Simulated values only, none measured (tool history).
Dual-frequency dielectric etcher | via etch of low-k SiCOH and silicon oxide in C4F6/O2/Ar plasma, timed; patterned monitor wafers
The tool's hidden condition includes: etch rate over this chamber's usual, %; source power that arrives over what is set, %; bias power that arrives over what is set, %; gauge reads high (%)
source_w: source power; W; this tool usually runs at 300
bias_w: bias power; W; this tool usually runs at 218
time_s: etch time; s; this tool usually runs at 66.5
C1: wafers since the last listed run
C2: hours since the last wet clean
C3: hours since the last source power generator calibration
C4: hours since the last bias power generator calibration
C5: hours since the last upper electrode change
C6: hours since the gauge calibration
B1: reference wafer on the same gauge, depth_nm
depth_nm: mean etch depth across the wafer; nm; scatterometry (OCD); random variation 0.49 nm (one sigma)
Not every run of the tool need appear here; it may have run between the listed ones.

run 1 hour=0 | source_w=300 bias_w=218 time_s=66.5 | C1=0 C2=91.5 C3=1417.7 C4=3476.5 C5=4451.2 C6=1346.1 | B1=163 | depth_nm=172.2
run 2 hour=97.4 | source_w=300 bias_w=254 time_s=66.5 | C1=883 C2=188.9 C3=1515.1 C4=3573.9 C5=4548.6 C6=1443.5 | B1=162.9 | depth_nm=183.9
run 3 hour=172 | source_w=300 bias_w=254 time_s=66.5 | C1=676 C2=263.5 C3=1589.7 C4=3648.5 C5=4623.2 C6=1518.1 | B1=163 | depth_nm=183.7
run 4 hour=218.8 | source_w=340 bias_w=205 time_s=66.5 | C1=424 C2=310.3 C3=1636.5 C4=3695.3 C5=4670 C6=1564.9 | B1=163 | depth_nm=180.8
-- hour=252.1 bias power generator calibrated
run 5 hour=313.9 | source_w=340 bias_w=205 time_s=66.5 | C1=826 C2=405.4 C3=1731.6 C4=61.8 C5=4765.1 C6=1660 | B1=163.1 | depth_nm=179.9
run 6 hour=380.1 | source_w=270 bias_w=260 time_s=66.5 | C1=600 C2=471.6 C3=1797.8 C4=128 C5=4831.3 C6=1726.2 | B1=163 | depth_nm=173.4
run 7 hour=443.2 | source_w=300 bias_w=218 time_s=66.5 | C1=572 C2=534.7 C3=1860.9 C4=191.1 C5=4894.4 C6=1789.3 | B1=162.8 | depth_nm=172.8
-- hour=447.8 gauge calibrated
-- hour=473.2 wet clean of the chamber
run 8 hour=513.8 | source_w=300 bias_w=218 time_s=66.5 | C1=422 C2=40.6 C3=1931.5 C4=261.7 C5=4965 C6=66 | B1=163.1 | depth_nm=172.3
run 9 hour=581.9 | source_w=330 bias_w=269 time_s=55 | C1=617 C2=108.7 C3=1999.6 C4=329.8 C5=5033.1 C6=134.1 | B1=163.2 | depth_nm=163.7
run 10 hour=623.3 | source_w=220 bias_w=263 time_s=49 | C1=375 C2=150.1 C3=2041 C4=371.2 C5=5074.5 C6=175.5 | B1=163.1 | depth_nm=113.5
run 11 hour=668.4 | source_w=350 bias_w=218 time_s=86 | C1=408 C2=195.2 C3=2086.1 C4=416.3 C5=5119.6 C6=220.6 | B1=162.7 | depth_nm=242.9
-- hour=774.9 upper electrode replaced
run 12 hour=775.4 | source_w=240 bias_w=218 time_s=54.5 | C1=752 C2=302.2 C3=2193.1 C4=523.3 C5=0.5 C6=327.6 | B1=162.9 | depth_nm=123
run 13 hour=871.8 | source_w=360 bias_w=237 time_s=57.5 | C1=874 C2=398.6 C3=2289.5 C4=619.7 C5=96.9 C6=424 | B1=162.9 | depth_nm=170.6
-- hour=917.5 source power generator calibrated
run 14 hour=937.9 | source_w=300 bias_w=183 time_s=55 | C1=563 C2=464.7 C3=20.4 C4=685.8 C5=163 C6=490.1 | B1=163.1 | depth_nm=139
run 15 hour=1045.6 | source_w=330 bias_w=167 time_s=66.5 | C1=976 C2=572.4 C3=128.1 C4=793.5 C5=270.7 C6=597.8 | B1=163 | depth_nm=172.1
-- hour=1082 wet clean of the chamber
run 16 hour=1102.1 | source_w=300 bias_w=218 time_s=66.5 | C1=294 C2=20.1 C3=184.6 C4=850 C5=327.2 C6=654.3 | B1=163.1 | depth_nm=180.5
run 17 hour=1147.1 | source_w=360 bias_w=253 time_s=54 | C1=408 C2=65.1 C3=229.6 C4=895 C5=372.2 C6=699.3 | B1=162.8 | depth_nm=172.9
run 18 hour=1198.1 | source_w=300 bias_w=248 time_s=66.5 | C1=462 C2=116.1 C3=280.6 C4=946 C5=423.2 C6=750.3 | B1=163 | depth_nm=190.8
run 19 hour=1295.8 | source_w=250 bias_w=218 time_s=57 | C1=885 C2=213.8 C3=378.3 C4=1043.7 C5=520.9 C6=848 | B1=162.9 | depth_nm=138.6
run 20 hour=1385.4 | source_w=330 bias_w=167 time_s=66.5 | C1=812 C2=303.4 C3=467.9 C4=1133.3 C5=610.5 C6=937.6 | B1=162.8 | depth_nm=169.7
run 21 hour=1467 | source_w=260 bias_w=203 time_s=60 | C1=739 C2=385 C3=549.5 C4=1214.9 C5=692.1 C6=1019.2 | B1=163 | depth_nm=144.8
-- hour=1521.1 source power generator calibrated, repeated, since the last time left the tool worse
run 22 hour=1525.1 | source_w=300 bias_w=218 time_s=66.5 | C1=490 C2=443.1 C3=4 C4=1273 C5=750.2 C6=1077.3 | B1=163 | depth_nm=175.1
run 23 hour=1600.3 | source_w=300 bias_w=173 time_s=66.5 | C1=681 C2=518.3 C3=79.2 C4=1348.2 C5=825.4 C6=1152.5 | B1=162.7 | depth_nm=159.1
-- hour=1632.1 wet clean of the chamber
run 24 hour=1647.1 | source_w=360 bias_w=218 time_s=79.5 | C1=206 C2=15 C3=126 C4=1395 C5=872.2 C6=1199.3 | B1=162.9 | depth_nm=231.7
run 25 hour=1711.9 | source_w=300 bias_w=218 time_s=66.5 | C1=587 C2=79.8 C3=190.8 C4=1459.8 C5=937 C6=1264.1 | B1=163 | depth_nm=174.6
run 26 hour=1769.9 | source_w=270 bias_w=202 time_s=80 | C1=525 C2=137.8 C3=248.8 C4=1517.8 C5=995 C6=1322.1 | B1=162.9 | depth_nm=191.1
run 27 hour=1862.4 | source_w=320 bias_w=245 time_s=49.5 | C1=838 C2=230.3 C3=341.3 C4=1610.3 C5=1087.5 C6=1414.6 | B1=163.1 | depth_nm=141
run 28 hour=1903.7 | source_w=340 bias_w=261 time_s=55 | C1=374 C2=271.6 C3=382.6 C4=1651.6 C5=1128.8 C6=1455.9 | B1=163 | depth_nm=166.5

5 ways to go on from here, each from the tool as it stands after run 28. What would each give?
run A hour=1904.1 | source_w=300 bias_w=218 time_s=66.5 | C1=3 C2=272 C3=383 C4=1652 C5=1129.2 C6=1456.3 | B1=? | depth_nm=?
run B hour=1904.1 | source_w=220 bias_w=184 time_s=51.5 | C1=3 C2=272 C3=383 C4=1652 C5=1129.2 C6=1456.3 | B1=? | depth_nm=?
run C hour=1904.1 | source_w=300 bias_w=218 time_s=60.5 | C1=3 C2=272 C3=383 C4=1652 C5=1129.2 C6=1456.3 | B1=? | depth_nm=?
run D hour=1904.1 | source_w=330 bias_w=250 time_s=66.5 | C1=3 C2=272 C3=383 C4=1652 C5=1129.2 C6=1456.3 | B1=? | depth_nm=?
run E hour=1904.1 | source_w=320 bias_w=265 time_s=52 | C1=3 C2=272 C3=383 C4=1652 C5=1129.2 C6=1456.3 | B1=? | depth_nm=?

run=A B1=162.9 depth_nm=174.7
run=B B1=162.9 depth_nm=103.7
run=C B1=162.9 depth_nm=159
run=D B1=162.9 depth_nm=195.1
run=E B1=162.9 depth_nm=153.7
The same runs, with their run-to-run variation unchanged, on a tool lacking any hidden condition would have given:
run=A depth_nm=176.2
run=B depth_nm=104.5
run=C depth_nm=160.3
run=D depth_nm=196.7
run=E depth_nm=154.9
